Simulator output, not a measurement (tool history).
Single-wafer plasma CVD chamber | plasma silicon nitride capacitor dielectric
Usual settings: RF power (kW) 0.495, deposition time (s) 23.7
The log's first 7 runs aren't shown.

run,hour,RF power (kW),deposition time (s),wafers since the last listed run,hours since the last RF generator calibration,hours since the showerhead was replaced,hours since the gauge calibration,"read-back reference wafer on the same gauge, thickness_nm",mean film thickness on the monitor wafer (angstrom)
8,181.2,0.470,23.7,328,2129.5,3331.4,345.4,36.696,376.43
9,212.8,0.470,23.7,774,2161.1,3363.0,377.0,36.706,378.13
10,231.6,0.495,23.7,460,2179.9,3381.8,395.8,36.701,381.25
11,250.4,0.495,23.7,460,2198.7,3400.6,414.6,36.705,380.88
# hour 251.9: gauge calibrated
12,266.7,0.495,23.7,399,2215.0,3416.9,14.8,36.677,380.06
13,286.9,0.435,23.7,495,2235.2,3437.1,35.0,36.679,369.29
14,301.5,0.565,23.7,357,2249.8,3451.7,49.6,36.703,390.97
15,340.0,0.565,23.7,943,2288.3,3490.2,88.1,36.707,391.75
# hour 348.5: RF generator calibrated
16,354.5,0.495,23.7,159,6.0,3504.7,102.6,36.699,377.17
17,377.7,0.495,23.7,568,29.2,3527.9,125.8,36.701,376.00
18,411.2,0.495,23.7,820,62.7,3561.4,159.3,36.702,376.77
19,447.1,0.495,27.0,879,98.6,3597.3,195.2,36.696,428.30
20,465.8,0.435,27.7,458,117.3,3616.0,213.9,36.704,428.00
# hour 476.4: showerhead replaced
21,494.8,0.520,21.7,514,146.3,18.4,242.9,36.701,348.84
# hour 515.6: RF generator calibrated, repeated, since the last time left the tool worse
22,516.1,0.495,23.7,325,0.5,39.7,264.2,36.701,384.62
23,532.1,0.495,23.7,392,16.5,55.7,280.2,36.704,384.89
24,558.0,0.495,23.7,634,42.4,81.6,306.1,36.713,385.05
25,573.7,0.535,21.0,384,58.1,97.3,321.8,36.699,347.23
26,606.8,0.540,27.5,811,91.2,130.4,354.9,36.716,453.28
27,633.5,0.495,22.0,654,117.9,157.1,381.6,36.701,356.72
28,647.1,0.495,23.7,333,131.5,170.7,395.2,36.694,383.81
# hour 657.6: gauge calibrated
29,669.9,0.580,26.6,558,154.3,193.5,12.3,36.727,446.38
30,685.3,0.415,21.2,377,169.7,208.9,27.7,36.711,330.97
31,711.5,0.430,19.5,642,195.9,235.1,53.9,36.707,307.58
32,723.7,0.445,20.3,298,208.1,247.3,66.1,36.713,322.17

4 ways to go on from here, each from the tool as it stands after run 32. What would each give?
A,724.1,0.495,23.7,9,208.5,247.7,66.5,?,?
B,724.1,0.435,19.7,9,208.5,247.7,66.5,?,?
C,724.1,0.535,25.0,9,208.5,247.7,66.5,?,?
D,724.1,0.420,23.7,9,208.5,247.7,66.5,?,?

run,"read-back reference wafer on the same gauge, thickness_nm",mean film thickness on the monitor wafer (angstrom)
A,36.705,384.30
B,36.705,310.90
C,36.705,412.24
D,36.705,371.35
Without the tool's hidden state the same runs would have given:
run,mean film thickness on the monitor wafer (angstrom)
A,385.30
B,311.71
C,413.32
D,372.33

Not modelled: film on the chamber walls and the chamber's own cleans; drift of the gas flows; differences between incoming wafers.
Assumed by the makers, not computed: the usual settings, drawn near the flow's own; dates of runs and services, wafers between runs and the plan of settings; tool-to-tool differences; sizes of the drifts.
